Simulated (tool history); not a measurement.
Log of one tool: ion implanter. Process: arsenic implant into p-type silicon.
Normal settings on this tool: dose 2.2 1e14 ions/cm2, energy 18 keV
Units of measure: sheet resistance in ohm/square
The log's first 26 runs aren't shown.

run,hour,dose,energy,wafers since the last listed run,hours since the last dose calibration,hours since the extraction supply was calibrated,hours since the gauge calibration,"read-back reference wafer on the same gauge, sheet resistance",sheet resistance
27,662.6,1.89,21,371,265,216.2,161.3,431.24,404.43
28,675.4,2.2,18,224,277.8,229,174.1,431.11,366.14
29,706.2,1.75,24,539,308.6,259.8,204.9,430.72,420.59
30,732.6,1.7,24,462,335,286.2,231.3,431.01,427.27
31,749.1,2.2,12.5,288,351.5,302.7,247.8,430.97,386.74
32,781.9,1.58,14.5,574,384.3,335.5,280.6,430.66,489.94
33,819.9,2.54,13,665,422.3,373.5,318.6,431.1,342.58
34,846.8,2.58,24,470,449.2,400.4,345.5,430.83,314.36
35,877.6,2.2,15,539,480,431.2,376.3,431.32,376.96

Run 36 comes next. What will it give?
36,901,2.2,18,409,503.4,454.6,399.7,?,?

{"run 36": {"read-back reference wafer on the same gauge, sheet resistance": 430.84, "sheet resistance": 366.78}}
Take away the tool's hidden state, keep the run-to-run variation as it was, and the same run would have given sheet resistance 368.24 ohm/square.

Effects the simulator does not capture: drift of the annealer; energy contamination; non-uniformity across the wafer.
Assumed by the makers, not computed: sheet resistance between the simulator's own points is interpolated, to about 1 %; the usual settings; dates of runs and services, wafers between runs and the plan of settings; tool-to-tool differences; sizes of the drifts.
